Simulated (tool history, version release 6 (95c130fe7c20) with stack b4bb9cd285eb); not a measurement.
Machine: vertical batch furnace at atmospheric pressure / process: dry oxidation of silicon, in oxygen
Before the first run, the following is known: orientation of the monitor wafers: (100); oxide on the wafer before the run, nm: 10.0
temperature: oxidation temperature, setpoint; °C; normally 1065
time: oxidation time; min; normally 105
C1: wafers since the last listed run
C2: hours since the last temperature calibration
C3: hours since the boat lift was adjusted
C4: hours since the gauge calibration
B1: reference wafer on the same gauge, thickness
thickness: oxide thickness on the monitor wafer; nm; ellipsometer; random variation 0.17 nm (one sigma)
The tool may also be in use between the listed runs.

{"run": 1, "hour": 0.0, "temperature": 1076, "time": 142.5, "C1": 0, "C2": 2147, "C3": 2851.4, "C4": 94.6, "B1": 94.55, "thickness": 149.74}
{"run": 2, "hour": 11.6, "temperature": 1076, "time": 142.5, "C1": 158, "C2": 2158.6, "C3": 2863, "C4": 106.2, "B1": 94.53, "thickness": 149.8}
{"run": 3, "hour": 31.4, "temperature": 1076, "time": 142.5, "C1": 270, "C2": 2178.4, "C3": 2882.8, "C4": 126, "B1": 94.51, "thickness": 149.53}
{"run": 4, "hour": 55.2, "temperature": 1076, "time": 105, "C1": 325, "C2": 2202.2, "C3": 2906.6, "C4": 149.8, "B1": 94.4, "thickness": 123.6}
{"run": 5, "hour": 68.6, "temperature": 1076, "time": 105, "C1": 183, "C2": 2215.6, "C3": 2920, "C4": 163.2, "B1": 94.34, "thickness": 123.52}
{"hour": 112.3, "done": "boat lift adjusted"}
{"hour": 113.0, "done": "thermocouples replaced and temperature profile calibrated"}
{"run": 6, "hour": 113.5, "temperature": 1052, "time": 105, "C1": 275, "C2": 0.5, "C3": 1.2, "C4": 208.1, "B1": 94.23, "thickness": 102.9}
{"run": 7, "hour": 119.4, "temperature": 1052, "time": 105, "C1": 80, "C2": 6.4, "C3": 7.1, "C4": 214, "B1": 94.15, "thickness": 102.91}
{"run": 8, "hour": 132.1, "temperature": 1065, "time": 105, "C1": 173, "C2": 19.1, "C3": 19.8, "C4": 226.7, "B1": 94.13, "thickness": 113.74}
{"run": 9, "hour": 152.8, "temperature": 1065, "time": 116, "C1": 283, "C2": 39.8, "C3": 40.5, "C4": 247.4, "B1": 94.1, "thickness": 121.13}
{"run": 10, "hour": 164.0, "temperature": 1054, "time": 79.5, "C1": 153, "C2": 51, "C3": 51.7, "C4": 258.6, "B1": 94.06, "thickness": 87.52}
{"hour": 180.8, "done": "gauge calibrated"}
{"run": 11, "hour": 185.9, "temperature": 1065, "time": 105, "C1": 299, "C2": 72.9, "C3": 73.6, "C4": 5.1, "B1": 95.06, "thickness": 114.68}
{"run": 12, "hour": 205.2, "temperature": 1065, "time": 105, "C1": 263, "C2": 92.2, "C3": 92.9, "C4": 24.4, "B1": 94.99, "thickness": 114.66}
{"run": 13, "hour": 217.6, "temperature": 1065, "time": 116, "C1": 169, "C2": 104.6, "C3": 105.3, "C4": 36.8, "B1": 94.95, "thickness": 121.84}
{"run": 14, "hour": 230.4, "temperature": 1065, "time": 134, "C1": 175, "C2": 117.4, "C3": 118.1, "C4": 49.6, "B1": 94.91, "thickness": 133.25}
{"run": 15, "hour": 251.7, "temperature": 1085, "time": 58.5, "C1": 291, "C2": 138.7, "C3": 139.4, "C4": 70.9, "B1": 94.83, "thickness": 92.41}
{"run": 16, "hour": 266.7, "temperature": 1065, "time": 132, "C1": 205, "C2": 153.7, "C3": 154.4, "C4": 85.9, "B1": 94.78, "thickness": 132.47}
{"run": 17, "hour": 284.3, "temperature": 1049, "time": 65, "C1": 240, "C2": 171.3, "C3": 172, "C4": 103.5, "B1": 94.73, "thickness": 74.75}
{"run": 18, "hour": 297.6, "temperature": 1082, "time": 79, "C1": 181, "C2": 184.6, "C3": 185.3, "C4": 116.8, "B1": 94.65, "thickness": 108.53}
{"run": 19, "hour": 314.9, "temperature": 1051, "time": 105, "C1": 236, "C2": 201.9, "C3": 202.6, "C4": 134.1, "B1": 94.62, "thickness": 102.86}
{"run": 20, "hour": 326.4, "temperature": 1081, "time": 143.5, "C1": 157, "C2": 213.4, "C3": 214.1, "C4": 145.6, "B1": 94.62, "thickness": 155.65}

Each row is a separate what-if for the run after 20, all from the same tool condition, not one after another. Results?
{"run": "A", "hour": 332.4, "temperature": 1065, "time": 121.5, "C1": 82, "C2": 219.4, "C3": 220.1, "C4": 151.6, "B1": "?", "thickness": "?"}
{"run": "B", "hour": 332.4, "temperature": 1089, "time": 105, "C1": 82, "C2": 219.4, "C3": 220.1, "C4": 151.6, "B1": "?", "thickness": "?"}
{"run": "C", "hour": 332.4, "temperature": 1045, "time": 105, "C1": 82, "C2": 219.4, "C3": 220.1, "C4": 151.6, "B1": "?", "thickness": "?"}
{"run": "D", "hour": 332.4, "temperature": 1050, "time": 105, "C1": 82, "C2": 219.4, "C3": 220.1, "C4": 151.6, "B1": "?", "thickness": "?"}

run=A B1=94.61 thickness=125.16
run=B B1=94.61 thickness=135.75
run=C B1=94.61 thickness=97.77
run=D B1=94.61 thickness=101.75
Stripped of hidden state, with their random variation kept, the same runs would have yielded:
run=A thickness=125.73
run=B thickness=136.36
run=C thickness=98.21
run=D thickness=102.21
